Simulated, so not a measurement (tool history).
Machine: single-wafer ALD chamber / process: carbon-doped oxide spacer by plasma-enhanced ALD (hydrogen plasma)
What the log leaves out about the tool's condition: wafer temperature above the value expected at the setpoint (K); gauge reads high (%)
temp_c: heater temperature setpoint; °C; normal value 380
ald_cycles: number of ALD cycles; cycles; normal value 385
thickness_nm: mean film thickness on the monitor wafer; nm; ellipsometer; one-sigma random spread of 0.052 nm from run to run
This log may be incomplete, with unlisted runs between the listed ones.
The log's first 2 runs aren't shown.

run	hour	temp_c	ald_cycles	wafers since the last listed run	hours since the last thermocouple change	hours since the gauge calibration	read-back reference wafer on the same gauge, thickness_nm	thickness_nm
3	39.2	380	385	25	851.2	185.5	21.341	20.583
4	57.8	380	385	21	869.8	204.1	21.325	20.673
5	83.8	380	385	30	895.8	230.1	21.323	20.641
6	159.1	385	385	88	971.1	305.4	21.285	20.552
7	173.6	380	444	16	985.6	319.9	21.265	23.813
8	198.6	380	444	29	1010.6	344.9	21.271	23.702
9	220.5	380	444	25	1032.5	366.8	21.247	23.747
10	241.3	380	329	24	1053.3	387.6	21.226	17.545
11	259.2	375	385	20	1071.2	405.5	21.222	20.548
12	285.6	375	385	30	1097.6	431.9	21.185	20.492
13	312.5	380	385	31	1124.5	458.8	21.170	20.520
14	387.7	380	385	87	1199.7	534.0	21.096	20.348
15	419.1	380	385	36	1231.1	565.4	21.074	20.497
16	435.0	380	385	18	1247.0	581.3	21.061	20.302
17	481.1	380	385	53	1293.1	627.4	21.011	20.338
# hour 488.1: gauge calibrated
18	507.8	380	385	31	1319.8	19.7	21.313	20.658
19	540.4	380	385	38	1352.4	52.3	21.315	20.659

Predict the results of run 20:
20	567.1	380	385	31	1379.1	79.0	?	?

{"run 20": {"read-back reference wafer on the same gauge, thickness_nm": 21.319, "thickness_nm": 20.596}}
With no hidden state in the tool, this same run would have given thickness_nm 20.573 nm.

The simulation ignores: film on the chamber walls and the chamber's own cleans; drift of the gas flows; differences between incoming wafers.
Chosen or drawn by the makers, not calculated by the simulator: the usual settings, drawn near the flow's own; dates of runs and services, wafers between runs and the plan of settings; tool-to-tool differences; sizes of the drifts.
